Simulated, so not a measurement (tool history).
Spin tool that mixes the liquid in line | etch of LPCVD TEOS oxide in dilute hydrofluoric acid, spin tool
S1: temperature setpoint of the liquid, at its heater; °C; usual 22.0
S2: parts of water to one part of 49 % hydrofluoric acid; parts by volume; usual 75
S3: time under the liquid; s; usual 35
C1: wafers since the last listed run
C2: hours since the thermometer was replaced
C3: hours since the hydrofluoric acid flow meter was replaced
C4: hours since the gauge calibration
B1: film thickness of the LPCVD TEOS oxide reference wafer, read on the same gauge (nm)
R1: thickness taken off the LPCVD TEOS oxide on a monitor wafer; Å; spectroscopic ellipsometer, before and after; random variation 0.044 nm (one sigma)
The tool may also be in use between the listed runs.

| run | hour | S1 | S2 | S3 | C1 | C2 | C3 | C4 | B1 | R1 |
|---|---|---|---|---|---|---|---|---|---|---|
| 1 | 0.0 | 22.0 | 75 | 35 | 0 | 1903.2 | 1175.0 | 53.7 | 60.00 | 76.3 |
| 2 | 14.9 | 22.0 | 75 | 35 | 233 | 1918.1 | 1189.9 | 68.6 | 60.01 | 75.6 |
| 3 | 36.8 | 22.0 | 75 | 45 | 343 | 1940.0 | 1211.8 | 90.5 | 60.01 | 96.7 |
| 4 | 56.6 | 22.0 | 75 | 45 | 310 | 1959.8 | 1231.6 | 110.3 | 59.98 | 97.5 |
| 5 | 80.6 | 22.0 | 75 | 35 | 376 | 1983.8 | 1255.6 | 134.3 | 60.05 | 75.5 |
| 6 | 105.6 | 22.0 | 75 | 35 | 392 | 2008.8 | 1280.6 | 159.3 | 59.99 | 75.5 |
| 7 | 121.0 | 22.0 | 85 | 20 | 241 | 2024.2 | 1296.0 | 174.7 | 59.98 | 37.8 |
| 8 | 138.9 | 22.0 | 85 | 20 | 280 | 2042.1 | 1313.9 | 192.6 | 59.98 | 37.9 |
| 9 | 167.8 | 22.0 | 85 | 20 | 453 | 2071.0 | 1342.8 | 221.5 | 60.00 | 37.2 |
| 10 | 199.6 | 26.0 | 75 | 35 | 499 | 2102.8 | 1374.6 | 253.3 | 60.04 | 88.9 |
| 11 | 235.3 | 26.0 | 75 | 35 | 560 | 2138.5 | 1410.3 | 289.0 | 60.01 | 90.0 |
| 12 | 248.9 | 22.0 | 60 | 35 | 213 | 2152.1 | 1423.9 | 302.6 | 60.00 | 97.1 |
| 13 | 283.3 | 22.0 | 75 | 50 | 540 | 2186.5 | 1458.3 | 337.0 | 60.01 | 108.6 |
| 14 | 302.6 | 22.0 | 95 | 35 | 302 | 2205.8 | 1477.6 | 356.3 | 59.95 | 58.9 |
| 15 | 334.4 | 22.0 | 75 | 35 | 499 | 2237.6 | 1509.4 | 388.1 | 59.99 | 75.8 |
| 16 | 347.4 | 17.5 | 110 | 40 | 204 | 2250.6 | 1522.4 | 401.1 | 60.03 | 47.7 |
| 17 | 369.4 | 24.5 | 90 | 30 | 345 | 2272.6 | 1544.4 | 423.1 | 59.99 | 59.3 |
| 18 | 397.6 | 22.0 | 75 | 35 | 442 | 2300.8 | 1572.6 | 451.3 | 59.99 | 76.3 |
|  | 411.4 | gauge calibrated |
| 19 | 412.3 | 22.0 | 40 | 35 | 230 | 2315.5 | 1587.3 | 0.9 | 60.00 | 149.7 |
| 20 | 424.3 | 17.5 | 105 | 35 | 188 | 2327.5 | 1599.3 | 12.9 | 59.99 | 43.9 |
|  | 448.2 | thermometer replaced |
| 21 | 450.4 | 19.5 | 95 | 45 | 394 | 2.2 | 1625.4 | 39.0 | 60.06 | 72.8 |
| 22 | 484.0 | 19.5 | 110 | 55 | 527 | 35.8 | 1659.0 | 72.6 | 60.02 | 75.4 |
|  | 486.8 | hydrofluoric acid flow meter replaced |
| 23 | 516.9 | 24.5 | 75 | 35 | 500 | 68.7 | 30.1 | 105.5 | 59.97 | 88.7 |
| 24 | 542.6 | 22.0 | 60 | 25 | 403 | 94.4 | 55.8 | 131.2 | 59.97 | 74.2 |
| 25 | 567.1 | 22.0 | 75 | 35 | 384 | 118.9 | 80.3 | 155.7 | 60.06 | 81.4 |
| 26 | 610.7 | 24.0 | 50 | 35 | 684 | 162.5 | 123.9 | 199.3 | 59.99 | 137.2 |
| 27 | 623.8 | 22.0 | 75 | 35 | 205 | 175.6 | 137.0 | 212.4 | 59.98 | 81.0 |
| 28 | 637.8 | 20.5 | 100 | 30 | 219 | 189.6 | 151.0 | 226.4 | 59.99 | 47.7 |
| 29 | 656.9 | 19.0 | 100 | 55 | 299 | 208.7 | 170.1 | 245.5 | 59.96 | 82.7 |
|  | 669.9 | thermometer replaced, repeated, since the last time left the tool worse |
| 30 | 672.9 | 22.0 | 75 | 40 | 235 | 3.0 | 186.1 | 261.5 | 59.94 | 82.9 |
| 31 | 699.5 | 19.0 | 75 | 15 | 417 | 29.6 | 212.7 | 288.1 | 60.02 | 27.5 |
| 32 | 721.7 | 26.5 | 75 | 35 | 348 | 51.8 | 234.9 | 310.3 | 60.01 | 87.1 |
| 33 | 736.5 | 22.0 | 95 | 20 | 232 | 66.6 | 249.7 | 325.1 | 59.99 | 32.1 |

Hidden state at the last listed run before each entry between runs and at the first one after, where it differs:
Between runs 18 and 19: gauge calibrated (hour 411.4)
  liquid hotter than its thermometer reads (K): 1.61 -> 1.62
  measured less the result without the state, R1: +4.9 -> +9.9 Å
Between runs 20 and 21: thermometer replaced (hour 448.2)
  liquid hotter than its thermometer reads (K): 1.63 -> 3.1
  measured less the result without the state, R1: +2.9 -> +8.7 Å
Between runs 22 and 23: hydrofluoric acid flow meter replaced (hour 486.8)
  liquid hotter than its thermometer reads (K): 3.13 -> 3.15
  measured less the result without the state, R1: +8.9 -> +10.4 Å
Between runs 29 and 30: thermometer replaced, repeated, since the last time left the tool worse (hour 669.9)
  liquid hotter than its thermometer reads (K): 3.24 -> 0.204
  measured less the result without the state, R1: +10.2 -> +0.7 Å
